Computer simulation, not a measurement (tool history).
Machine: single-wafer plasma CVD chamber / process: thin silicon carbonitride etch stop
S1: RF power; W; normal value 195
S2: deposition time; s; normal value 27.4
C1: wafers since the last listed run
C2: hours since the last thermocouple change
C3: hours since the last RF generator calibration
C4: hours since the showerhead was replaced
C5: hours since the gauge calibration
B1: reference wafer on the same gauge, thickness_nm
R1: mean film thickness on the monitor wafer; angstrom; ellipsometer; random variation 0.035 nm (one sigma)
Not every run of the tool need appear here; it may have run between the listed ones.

run 1 hour=0.0 | S1=195 S2=27.4 | C1=0 C2=1285.9 C3=451.2 C4=2270.2 C5=690.6 | B1=14.098 | R1=167.27
run 2 hour=35.7 | S1=195 S2=27.4 | C1=651 C2=1321.6 C3=486.9 C4=2305.9 C5=726.3 | B1=14.100 | R1=167.42
run 3 hour=82.6 | S1=195 S2=27.4 | C1=855 C2=1368.5 C3=533.8 C4=2352.8 C5=773.2 | B1=14.100 | R1=166.86
run 4 hour=146.3 | S1=195 S2=27.4 | C1=1161 C2=1432.2 C3=597.5 C4=2416.5 C5=836.9 | B1=14.104 | R1=167.48
run 5 hour=194.8 | S1=195 S2=27.4 | C1=884 C2=1480.7 C3=646.0 C4=2465.0 C5=885.4 | B1=14.099 | R1=166.81
run 6 hour=225.8 | S1=220 S2=27.4 | C1=565 C2=1511.7 C3=677.0 C4=2496.0 C5=916.4 | B1=14.099 | R1=173.24
run 7 hour=286.9 | S1=220 S2=27.4 | C1=1114 C2=1572.8 C3=738.1 C4=2557.1 C5=977.5 | B1=14.100 | R1=172.77
-- hour=400.6 gauge calibrated
run 8 hour=463.5 | S1=195 S2=31.5 | C1=3221 C2=1749.4 C3=914.7 C4=2733.7 C5=62.9 | B1=14.098 | R1=191.84
run 9 hour=491.0 | S1=195 S2=31.5 | C1=501 C2=1776.9 C3=942.2 C4=2761.2 C5=90.4 | B1=14.102 | R1=190.63
run 10 hour=525.4 | S1=195 S2=24.3 | C1=627 C2=1811.3 C3=976.6 C4=2795.6 C5=124.8 | B1=14.103 | R1=146.77
run 11 hour=564.5 | S1=195 S2=25.3 | C1=713 C2=1850.4 C3=1015.7 C4=2834.7 C5=163.9 | B1=14.102 | R1=152.87
run 12 hour=619.8 | S1=195 S2=27.4 | C1=1008 C2=1905.7 C3=1071.0 C4=2890.0 C5=219.2 | B1=14.097 | R1=165.53
run 13 hour=689.2 | S1=165 S2=32.1 | C1=1265 C2=1975.1 C3=1140.4 C4=2959.4 C5=288.6 | B1=14.101 | R1=184.10
-- hour=752.9 thermocouple changed; heater temperature recalibrated
run 14 hour=753.4 | S1=195 S2=31.5 | C1=1025 C2=0.5 C3=1204.6 C4=3023.6 C5=352.8 | B1=14.103 | R1=190.22
-- hour=794.9 showerhead replaced
-- hour=798.6 RF generator calibrated
run 15 hour=919.3 | S1=185 S2=30.8 | C1=2812 C2=166.4 C3=120.7 C4=124.4 C5=518.7 | B1=14.101 | R1=186.51
run 16 hour=960.0 | S1=225 S2=29.7 | C1=742 C2=207.1 C3=161.4 C4=165.1 C5=559.4 | B1=14.098 | R1=189.57
run 17 hour=1006.5 | S1=230 S2=22.7 | C1=848 C2=253.6 C3=207.9 C4=211.6 C5=605.9 | B1=14.098 | R1=145.24
run 18 hour=1033.9 | S1=210 S2=27.4 | C1=499 C2=281.0 C3=235.3 C4=239.0 C5=633.3 | B1=14.102 | R1=170.77

What differs in the tool's unlogged condition from the final listed run ahead of each entry between runs to the first listed run following it?
Run 7 -> run 8: gauge calibrated (hour 400.6)
  delivered RF power above the setpoint (%): -4.56 -> -5.63
  measured result minus the result with no hidden state, R1: -2.40 -> -3.32 angstrom
Run 13 -> run 14: thermocouple changed; heater temperature recalibrated (hour 752.9)
  delivered RF power above the setpoint (%): -7 -> -7.4
  measured result minus the result with no hidden state, R1: -4.00 -> -4.37 angstrom
Run 14 -> run 15: showerhead replaced (hour 794.9); RF generator calibrated (hour 798.6)
  delivered RF power above the setpoint (%): -7.4 -> -2.01
  measured result minus the result with no hidden state, R1: -4.37 -> -1.12 angstrom

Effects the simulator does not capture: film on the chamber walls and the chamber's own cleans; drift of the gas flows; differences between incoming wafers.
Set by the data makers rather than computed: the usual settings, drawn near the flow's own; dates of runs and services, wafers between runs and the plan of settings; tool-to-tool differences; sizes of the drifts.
